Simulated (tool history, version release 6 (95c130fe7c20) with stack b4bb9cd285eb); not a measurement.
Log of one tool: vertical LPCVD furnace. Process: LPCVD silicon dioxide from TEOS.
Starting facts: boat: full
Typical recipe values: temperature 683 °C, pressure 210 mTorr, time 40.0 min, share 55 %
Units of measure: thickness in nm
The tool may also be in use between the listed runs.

run	day	temperature	pressure	time	share	read-back reference wafer on the same gauge, thickness	thickness
1	0.000	683	210	40.0	55	141.89	141.31
2	4.217	683	210	40.0	55	142.20	141.43
3	7.333	683	210	40.0	55	142.01	142.57
4	10.525	683	210	40.0	55	141.95	142.16
5	18.854	683	210	40.0	55	141.97	141.73
6	22.821	683	210	40.0	58	141.80	146.78
7	24.433	683	210	40.0	58	142.02	145.05
8	28.317	683	210	40.0	58	141.93	146.25
# day 29.421: thermocouples replaced and temperature profile calibrated
9	30.579	683	210	40.0	55	142.10	142.77
10	34.562	683	210	40.0	55	141.71	142.04
11	38.771	683	210	40.0	55	142.12	141.76
12	42.012	683	210	40.0	55	142.27	143.24
13	43.621	683	210	40.0	55	142.02	142.86
# day 45.412: pressure gauge zeroed
14	45.433	683	210	34.5	62	142.30	123.55
15	46.817	683	210	40.0	55	142.06	135.57
# day 47.942: gauge calibrated
# day 49.254: TEOS flow controller replaced
16	49.933	683	190	40.0	55	142.15	127.61
17	53.638	686	255	40.0	55	141.91	161.76
18	57.925	688	210	40.0	58	141.87	157.10
19	61.546	689	210	40.0	64	142.29	169.45
# day 62.733: pressure gauge zeroed, repeated, since the last time left the tool worse
20	63.071	687	180	52.5	55	141.74	185.23
21	65.954	687	180	52.5	55	142.26	185.99
22	69.725	683	210	40.0	55	141.96	140.32
23	71.912	689	195	40.0	55	142.09	156.71
24	75.758	683	210	40.0	65	142.08	153.23
25	77.271	688	160	40.0	55	142.09	139.05
26	80.312	678	210	51.5	55	142.05	160.79

Run 27 has not been measured yet. What should we expect?
27	83.571	691	210	54.5	55	?	?

{"run 27": {"read-back reference wafer on the same gauge, thickness": 142.02, "thickness": 232.24}}
Minus the tool's unlogged condition, the same run would have read thickness 230.93 nm.
